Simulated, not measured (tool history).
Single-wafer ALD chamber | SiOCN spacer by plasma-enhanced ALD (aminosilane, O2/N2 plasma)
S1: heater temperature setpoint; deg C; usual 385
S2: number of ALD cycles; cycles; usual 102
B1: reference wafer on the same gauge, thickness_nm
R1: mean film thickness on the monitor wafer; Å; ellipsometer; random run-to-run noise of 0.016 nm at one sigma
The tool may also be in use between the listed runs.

{"run": 1, "hour": 0.0, "S1": 396, "S2": 102, "B1": 6.852, "R1": 65.76}
{"run": 2, "hour": 16.5, "S1": 396, "S2": 102, "B1": 6.849, "R1": 65.5}
{"run": 3, "hour": 39.0, "S1": 385, "S2": 102, "B1": 6.844, "R1": 65.6}
{"run": 4, "hour": 51.6, "S1": 385, "S2": 115, "B1": 6.839, "R1": 74.08}
{"run": 5, "hour": 87.2, "S1": 385, "S2": 115, "B1": 6.836, "R1": 73.82}
{"run": 6, "hour": 102.9, "S1": 385, "S2": 94, "B1": 6.835, "R1": 60.43}
{"run": 7, "hour": 115.4, "S1": 385, "S2": 94, "B1": 6.833, "R1": 60.44}
{"run": 8, "hour": 141.6, "S1": 395, "S2": 97, "B1": 6.827, "R1": 62.24}
{"run": 9, "hour": 169.2, "S1": 385, "S2": 102, "B1": 6.81, "R1": 65.64}
{"run": 10, "hour": 193.5, "S1": 385, "S2": 102, "B1": 6.808, "R1": 65.3}
{"run": 11, "hour": 218.6, "S1": 385, "S2": 102, "B1": 6.805, "R1": 65.09}
{"run": 12, "hour": 251.6, "S1": 385, "S2": 91, "B1": 6.793, "R1": 58.22}
{"run": 13, "hour": 281.4, "S1": 385, "S2": 91, "B1": 6.79, "R1": 58.21}
{"run": 14, "hour": 314.0, "S1": 385, "S2": 91, "B1": 6.783, "R1": 57.88}
{"run": 15, "hour": 327.9, "S1": 385, "S2": 117, "B1": 6.777, "R1": 74.52}
{"hour": 349.2, "done": "gauge calibrated"}
{"run": 16, "hour": 356.7, "S1": 389, "S2": 87, "B1": 6.866, "R1": 56.26}
{"run": 17, "hour": 390.3, "S1": 372, "S2": 102, "B1": 6.859, "R1": 65.71}
{"hour": 406.1, "done": "thermocouple changed; heater temperature recalibrated"}
{"run": 18, "hour": 418.7, "S1": 385, "S2": 102, "B1": 6.871, "R1": 65.58}
{"run": 19, "hour": 453.3, "S1": 393, "S2": 113, "B1": 6.862, "R1": 72.95}
{"run": 20, "hour": 466.5, "S1": 372, "S2": 121, "B1": 6.863, "R1": 78.11}
{"run": 21, "hour": 500.2, "S1": 385, "S2": 87, "B1": 6.855, "R1": 55.83}
{"run": 22, "hour": 523.9, "S1": 385, "S2": 82, "B1": 6.859, "R1": 52.75}
{"run": 23, "hour": 539.1, "S1": 385, "S2": 117, "B1": 6.855, "R1": 75.52}
{"run": 24, "hour": 569.4, "S1": 385, "S2": 102, "B1": 6.846, "R1": 65.45}
{"run": 25, "hour": 599.1, "S1": 385, "S2": 89, "B1": 6.843, "R1": 57.14}
{"run": 26, "hour": 616.5, "S1": 372, "S2": 85, "B1": 6.844, "R1": 54.44}
{"run": 27, "hour": 645.4, "S1": 375, "S2": 114, "B1": 6.842, "R1": 73.38}
{"run": 28, "hour": 679.9, "S1": 391, "S2": 83, "B1": 6.839, "R1": 53.29}
{"run": 29, "hour": 715.7, "S1": 377, "S2": 120, "B1": 6.832, "R1": 76.83}
{"run": 30, "hour": 742.9, "S1": 374, "S2": 119, "B1": 6.822, "R1": 76.32}
{"run": 31, "hour": 756.2, "S1": 377, "S2": 102, "B1": 6.826, "R1": 65.34}

Forecast each of these 4 alternatives for the next run:
{"run": "A", "hour": 756.8, "S1": 385, "S2": 102, "B1": "?", "R1": "?"}
{"run": "B", "hour": 756.8, "S1": 372, "S2": 93, "B1": "?", "R1": "?"}
{"run": "C", "hour": 756.8, "S1": 394, "S2": 93, "B1": "?", "R1": "?"}
{"run": "D", "hour": 756.8, "S1": 371, "S2": 91, "B1": "?", "R1": "?"}

run=A B1=6.818 R1=65.19
run=B B1=6.818 R1=59.44
run=C B1=6.818 R1=59.44
run=D B1=6.818 R1=58.16
Stripped of hidden state, with their random variation kept, the same runs would have yielded:
run=A R1=65.7
run=B R1=59.9
run=C R1=59.9
run=D R1=58.61
